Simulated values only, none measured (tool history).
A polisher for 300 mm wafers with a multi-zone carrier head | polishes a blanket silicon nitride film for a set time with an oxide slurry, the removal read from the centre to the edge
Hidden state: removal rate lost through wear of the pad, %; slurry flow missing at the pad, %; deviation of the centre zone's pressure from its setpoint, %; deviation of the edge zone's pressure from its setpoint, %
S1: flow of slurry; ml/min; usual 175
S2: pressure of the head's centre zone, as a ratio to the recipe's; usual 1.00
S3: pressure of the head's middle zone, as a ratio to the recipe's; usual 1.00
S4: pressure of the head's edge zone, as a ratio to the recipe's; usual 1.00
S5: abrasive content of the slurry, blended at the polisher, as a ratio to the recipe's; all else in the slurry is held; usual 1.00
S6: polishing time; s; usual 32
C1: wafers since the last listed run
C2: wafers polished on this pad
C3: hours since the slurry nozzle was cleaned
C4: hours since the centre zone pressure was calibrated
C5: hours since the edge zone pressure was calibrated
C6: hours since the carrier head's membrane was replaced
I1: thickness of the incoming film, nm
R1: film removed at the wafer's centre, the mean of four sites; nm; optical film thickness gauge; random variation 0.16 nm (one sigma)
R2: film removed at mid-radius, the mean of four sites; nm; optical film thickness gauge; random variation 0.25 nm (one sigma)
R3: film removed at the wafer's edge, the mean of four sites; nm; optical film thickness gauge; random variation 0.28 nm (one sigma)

| run | day | S1 | S2 | S3 | S4 | S5 | S6 | C1 | C2 | C3 | C4 | C5 | C6 | I1 | R1 | R2 | R3 |
|---|---|---|---|---|---|---|---|---|---|---|---|---|---|---|---|---|---|
| 1 | 0.000 | 205 | 1.00 | 1.00 | 1.00 | 1.00 | 32 | 0 | 763 | 715.8 | 752.7 | 1267.2 | 1022.5 | 578.3 | 18.2 | 18.3 | 18.9 |
|  | 0.442 | worn pad replaced by a new one |
| 2 | 0.462 | 205 | 1.00 | 1.00 | 1.00 | 1.00 | 32 | 97 | 6 | 726.9 | 763.8 | 1278.3 | 1033.6 | 594.3 | 18.9 | 19.1 | 20.0 |
| 3 | 0.725 | 175 | 1.00 | 1.00 | 1.00 | 1.00 | 32 | 86 | 93 | 733.2 | 770.1 | 1284.6 | 1039.9 | 589.0 | 18.0 | 18.4 | 18.9 |
| 4 | 1.167 | 175 | 1.00 | 1.00 | 1.00 | 1.00 | 32 | 145 | 238 | 743.8 | 780.7 | 1295.2 | 1050.5 | 591.6 | 18.0 | 18.2 | 19.2 |
| 5 | 1.962 | 175 | 1.00 | 1.00 | 1.00 | 1.00 | 32 | 262 | 501 | 762.9 | 799.8 | 1314.3 | 1069.6 | 599.7 | 17.4 | 18.1 | 18.0 |
| 6 | 2.583 | 175 | 1.00 | 1.00 | 1.00 | 1.00 | 32 | 204 | 706 | 777.8 | 814.7 | 1329.2 | 1084.5 | 582.7 | 17.2 | 17.1 | 18.3 |
|  | 3.012 | worn pad replaced by a new one |
|  | 3.296 | carrier head's membrane replaced by a new one |
| 7 | 3.317 | 175 | 1.00 | 1.00 | 1.00 | 1.00 | 32 | 118 | 31 | 795.4 | 832.3 | 1346.8 | 0.5 | 584.4 | 17.6 | 17.8 | 19.1 |
| 8 | 3.504 | 175 | 1.00 | 1.00 | 1.00 | 1.00 | 32 | 61 | 93 | 799.9 | 836.8 | 1351.3 | 5.0 | 594.0 | 17.5 | 17.9 | 18.8 |
| 9 | 4.221 | 175 | 1.00 | 1.00 | 1.00 | 1.00 | 32 | 236 | 330 | 817.1 | 854.0 | 1368.5 | 22.2 | 584.7 | 17.4 | 17.4 | 18.4 |
| 10 | 5.004 | 175 | 1.00 | 1.00 | 1.00 | 1.00 | 32 | 258 | 588 | 835.9 | 872.8 | 1387.3 | 41.0 | 586.0 | 16.6 | 16.7 | 18.2 |
| 11 | 5.329 | 175 | 1.00 | 1.00 | 1.00 | 0.80 | 24 | 107 | 696 | 843.7 | 880.6 | 1395.1 | 48.8 | 586.7 | 11.3 | 11.5 | 12.2 |
|  | 5.808 | centre zone pressure recalibrated |
|  | 5.983 | slurry nozzle cleaned |
|  | 5.988 | worn pad replaced by a new one |
| 12 | 6.008 | 215 | 1.00 | 1.00 | 1.00 | 1.00 | 43 | 182 | 7 | 0.6 | 4.8 | 1411.4 | 65.1 | 593.9 | 27.2 | 27.6 | 27.9 |
| 13 | 6.462 | 200 | 1.00 | 0.88 | 1.04 | 1.20 | 32 | 149 | 157 | 11.5 | 15.7 | 1422.3 | 76.0 | 595.9 | 21.5 | 19.8 | 22.0 |
| 14 | 7.071 | 175 | 1.00 | 1.00 | 1.00 | 1.25 | 32 | 200 | 358 | 26.1 | 30.3 | 1436.9 | 90.6 | 583.0 | 20.8 | 21.0 | 21.2 |
| 15 | 7.400 | 175 | 1.00 | 1.00 | 1.00 | 1.00 | 32 | 108 | 466 | 34.0 | 38.2 | 1444.8 | 98.5 | 579.4 | 19.3 | 19.8 | 20.0 |
|  | 7.771 | edge zone pressure recalibrated |
| 16 | 7.908 | 215 | 1.00 | 1.00 | 1.07 | 1.25 | 23 | 140 | 607 | 46.2 | 50.4 | 3.3 | 110.7 | 599.1 | 15.2 | 15.0 | 16.1 |
|  | 8.700 | worn pad replaced by a new one |
| 17 | 8.992 | 175 | 1.00 | 1.00 | 1.00 | 1.00 | 26 | 302 | 96 | 72.2 | 76.4 | 29.3 | 136.7 | 592.5 | 16.0 | 15.7 | 16.3 |
| 18 | 9.621 | 175 | 1.00 | 1.00 | 1.00 | 1.00 | 32 | 207 | 303 | 87.3 | 91.5 | 44.4 | 151.8 | 585.1 | 19.5 | 19.3 | 19.8 |
| 19 | 10.225 | 175 | 1.00 | 1.00 | 1.00 | 1.00 | 32 | 199 | 503 | 101.8 | 106.0 | 58.9 | 166.3 | 586.8 | 19.0 | 19.0 | 19.5 |
| 20 | 10.871 | 175 | 1.00 | 1.00 | 1.00 | 1.00 | 32 | 213 | 716 | 117.3 | 121.5 | 74.4 | 181.8 | 590.5 | 18.8 | 18.9 | 18.8 |
|  | 11.321 | worn pad replaced by a new one |
| 21 | 12.004 | 175 | 1.00 | 0.90 | 1.00 | 1.00 | 32 | 319 | 225 | 144.5 | 148.7 | 101.6 | 209.0 | 584.5 | 19.6 | 18.5 | 20.0 |
| 22 | 12.288 | 175 | 1.00 | 1.08 | 1.00 | 1.00 | 32 | 93 | 318 | 151.3 | 155.5 | 108.4 | 215.8 | 589.8 | 19.7 | 20.5 | 19.9 |

Some steps in R1 between neighbouring runs. How much of each would the tool show without its hidden state too (settings, what came in, random variation), and how much is left for the hidden state, with any gauge scatter that isn't in both results?
Run 11 -> 12: S1 175 -> 215, S5 0.80 -> 1.00, S6 24 -> 43, centre zone pressure recalibrated, slurry nozzle cleaned, worn pad replaced by a new one. R1 +15.9 nm: hidden state +2.1, all else +13.8.
Run 12 -> 13: S1 215 -> 200, S3 1.00 -> 0.88, S4 1.00 -> 1.04, S5 1.00 -> 1.20, S6 43 -> 32. R1 -5.7 nm: hidden state +0.0, all else -5.7.
Run 20 -> 21: S3 1.00 -> 0.90, worn pad replaced by a new one. R1 +0.8 nm: hidden state +1.0, all else -0.2.

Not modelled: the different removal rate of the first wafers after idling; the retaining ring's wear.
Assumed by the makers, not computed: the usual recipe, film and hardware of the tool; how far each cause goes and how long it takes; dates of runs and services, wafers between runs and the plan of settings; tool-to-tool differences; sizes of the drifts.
